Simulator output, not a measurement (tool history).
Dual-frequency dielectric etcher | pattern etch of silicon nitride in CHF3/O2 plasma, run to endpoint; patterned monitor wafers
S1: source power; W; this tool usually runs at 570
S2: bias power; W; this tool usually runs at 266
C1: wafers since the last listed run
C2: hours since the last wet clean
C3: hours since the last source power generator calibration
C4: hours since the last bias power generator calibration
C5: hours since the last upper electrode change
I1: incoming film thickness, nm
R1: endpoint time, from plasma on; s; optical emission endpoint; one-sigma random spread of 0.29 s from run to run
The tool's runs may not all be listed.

run   hour   S1   S2   C1     C2      C3      C4      C5     I1    R1
  1      0  570  266    0  120.7  1749.9  3029.1  2117.5    106  60.4
  2   45.8  490  243  368  166.5  1795.7  3074.9  2163.3  107.9  68.9
  3   99.6  570  266  433  220.3  1849.5  3128.7  2217.1  107.8  62.2
  4  163.7  570  266  516  284.4  1913.6  3192.8  2281.2  106.5  61.8
  5  226.7  570  266  507  347.4  1976.6  3255.8  2344.2  107.8  63.3
  6  276.6  570  266  401  397.3  2026.5  3305.7  2394.1  107.5  62.7
     329.2  -- upper electrode replaced
  7  341.1  570  266  326  461.8    2091  3370.2    11.9  108.6    64
       359  -- bias power generator calibrated
       381  -- source power generator calibrated
     395.2  -- wet clean of the chamber
  8  409.1  630  310  368   13.9    28.1    50.1    79.9  107.6  53.6
  9  448.1  640  236  314   52.9    67.1    89.1   118.9    108  61.2
 10  501.3  570  231  428  106.1   120.3   142.3   172.1  106.3  64.2
 11  551.5  430  266  404  156.3   170.5   192.5   222.3  107.4    68
 12  576.1  570  205  198  180.9   195.1   217.1   246.9  108.3  70.5
 13  607.6  570  266  253  212.4   226.6   248.6   278.4  108.3    62
 14  653.1  620  320  366  257.9   272.1   294.1   323.9  106.9  53.6

Hidden condition of the tool, last listed run before each entry between runs versus first listed run after:
After run 6, before run 7: upper electrode replaced (hour 329.2)
  etch rate over this chamber's usual, %: -5.2 -> -5.95
  measured value less the no-hidden-state value, R1: +3.3 -> +3.9 s
After run 7, before run 8: bias power generator calibrated (hour 359); source power generator calibrated (hour 381); wet clean of the chamber (hour 395.2)
  etch rate over this chamber's usual, %: -5.95 -> 0.116
  measured value less the no-hidden-state value, R1: +3.9 -> -0.1 s
